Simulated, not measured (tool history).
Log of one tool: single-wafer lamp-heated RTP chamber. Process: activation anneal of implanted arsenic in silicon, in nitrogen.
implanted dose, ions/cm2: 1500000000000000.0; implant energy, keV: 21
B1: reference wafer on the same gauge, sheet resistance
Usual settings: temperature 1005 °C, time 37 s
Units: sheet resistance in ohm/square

Run 1, hour 0.0: usual settings; B1 118.05. Result: sheet resistance 109.20 ohm/square.
Run 2, hour 96.0: usual settings; B1 118.04. Result: sheet resistance 109.20 ohm/square.
Run 3, hour 184.9: usual settings but temperature 1026 °C; B1 117.85. Result: sheet resistance 101.30 ohm/square.
Run 4, hour 249.4: usual settings; B1 118.04. Result: sheet resistance 109.10 ohm/square.
Run 5, hour 354.6: usual settings but temperature 995 °C, time 20 s; B1 117.94. Result: sheet resistance 121.82 ohm/square.
Run 6, hour 390.7: usual settings but temperature 995 °C, time 20 s; B1 117.90. Result: sheet resistance 121.78 ohm/square.
Run 7, hour 474.7: usual settings but time 32 s; B1 118.08. Result: sheet resistance 110.16 ohm/square.
Run 8, hour 562.4: usual settings but temperature 985 °C; B1 117.96. Result: sheet resistance 115.77 ohm/square.
Run 9, hour 604.0: usual settings but temperature 985 °C; B1 117.97. Result: sheet resistance 116.36 ohm/square.
Run 10, hour 647.4: usual settings but time 29 s; B1 117.98. Result: sheet resistance 111.54 ohm/square.
Run 11, hour 907.1: usual settings but time 47 s; B1 118.01. Result: sheet resistance 106.12 ohm/square.
Run 12, hour 955.0: usual settings but time 47 s; B1 117.84. Result: sheet resistance 106.28 ohm/square.
Run 13, hour 1026.1: usual settings but temperature 1023 °C; B1 117.95. Result: sheet resistance 101.55 ohm/square.
Run 14, hour 1089.3: usual settings; B1 117.87. Result: sheet resistance 109.01 ohm/square.
Run 15, hour 1164.9: usual settings but temperature 1031 °C, time 55 s; B1 117.97. Result: sheet resistance 93.86 ohm/square.
Run 16, hour 1271.3: usual settings but temperature 1021 °C, time 56 s; B1 118.07. Result: sheet resistance 97.01 ohm/square.
Run 17, hour 1309.5: usual settings but temperature 1024 °C; B1 117.99. Result: sheet resistance 101.87 ohm/square.
Run 18, hour 1558.3: usual settings but temperature 1021 °C, time 25 s; B1 118.07. Result: sheet resistance 106.70 ohm/square.
Run 19, hour 1622.9: usual settings but temperature 979 °C, time 17 s; B1 117.96. Result: sheet resistance 130.66 ohm/square.
Run 20, hour 1697.1: usual settings but temperature 995 °C; B1 117.92. Result: sheet resistance 111.11 ohm/square.
Run 21, hour 1800.6: usual settings but temperature 994 °C; B1 117.95. Result: sheet resistance 111.60 ohm/square.
Run 22, hour 1877.2: usual settings but temperature 997 °C, time 59 s; B1 117.98. Result: sheet resistance 105.49 ohm/square.
Run 23, hour 1936.9: usual settings but time 48 s; B1 118.02. Result: sheet resistance 105.20 ohm/square.
Run 24, hour 1976.3: usual settings but temperature 1033 °C, time 43 s; B1 117.99. Result: sheet resistance 96.91 ohm/square.
Run 25, hour 2059.6: usual settings but temperature 976 °C; B1 117.88. Result: sheet resistance 122.40 ohm/square.
Run 26, hour 2101.8: usual settings; B1 117.94. Result: sheet resistance 108.79 ohm/square.
Run 27, hour 2176.2: usual settings but temperature 1029 °C, time 48 s; B1 117.95. Result: sheet resistance 96.62 ohm/square.
Run 28, hour 2371.2: usual settings but temperature 1019 °C, time 50 s; B1 118.07. Result: sheet resistance 98.82 ohm/square.
Run 29, hour 2411.7: usual settings; B1 117.95. Result: sheet resistance 108.23 ohm/square.
Run 30, hour 2501.9: usual settings; B1 117.98. Result: sheet resistance 108.50 ohm/square.
Run 31, hour 2604.1: usual settings but temperature 992 °C, time 48 s; B1 117.88. Result: sheet resistance 108.73 ohm/square.
Run 32, hour 2711.5: usual settings but temperature 1029 °C, time 27 s; B1 117.91. Result: sheet resistance 102.81 ohm/square.
Run 33, hour 2773.7: usual settings but temperature 991 °C; B1 117.92. Result: sheet resistance 112.60 ohm/square.
Run 34, hour 2853.5: usual settings; B1 118.04. Result: sheet resistance 109.84 ohm/square.
Run 35, hour 2919.1: usual settings but temperature 993 °C, time 53 s; B1 118.00. Result: sheet resistance 109.00 ohm/square.
Run 36, hour 2956.2: usual settings but temperature 1018 °C, time 52 s; B1 117.95. Result: sheet resistance 98.84 ohm/square.
Run 37, hour 3013.6: usual settings but time 20 s; B1 118.00. Result: sheet resistance 117.63 ohm/square.

Taken out of this log: 8 entries between the listed runs. Where each belongs, and how the hidden state differs across it:
Between runs 2 and 3: pyrometer window cleaned and pyrometer calibrated (hour 158.7)
  wafer temperature error from the tarnished reflector plate, K: 0.73 -> 1.02
  measured less the result without the state, sheet resistance: -0.31 -> -0.37 ohm/square
Between runs 10 and 11: reflector plate cleaned (hour 900.0)
  wafer temperature error from the tarnished reflector plate, K: 4.59 -> 0.2
  measured less the result without the state, sheet resistance: -1.96 -> -0.08 ohm/square
Between runs 12 and 13: pyrometer window cleaned and pyrometer calibrated (hour 974.2)
  wafer temperature error from the tarnished reflector plate, K: 0.224 -> 0.328
  measured less the result without the state, sheet resistance: -0.09 -> -0.13 ohm/square
Between runs 19 and 20: pyrometer window cleaned and pyrometer calibrated (hour 1696.6)
  wafer temperature error from the tarnished reflector plate, K: 4.43 -> 5.34
  measured less the result without the state, sheet resistance: -2.14 -> -2.36 ohm/square
Between runs 21 and 22: reflector plate cleaned (hour 1840.1)
  wafer temperature error from the tarnished reflector plate, K: 6.76 -> 0.37
  measured less the result without the state, sheet resistance: -3.01 -> -0.16 ohm/square
Between runs 22 and 23: gauge calibrated (hour 1887.6)
  wafer temperature error from the tarnished reflector plate, K: 0.37 -> 0.435
  measured less the result without the state, sheet resistance: -0.16 -> -0.18 ohm/square
Between runs 27 and 28: pyrometer window cleaned and pyrometer calibrated (hour 2322.8)
  wafer temperature error from the tarnished reflector plate, K: 1.27 -> 2.64
  measured less the result without the state, sheet resistance: -0.43 -> -0.96 ohm/square
Between runs 33 and 34: reflector plate cleaned (hour 2841.7)
  wafer temperature error from the tarnished reflector plate, K: 7.41 -> 0.964
  measured less the result without the state, sheet resistance: -3.36 -> -0.42 ohm/square
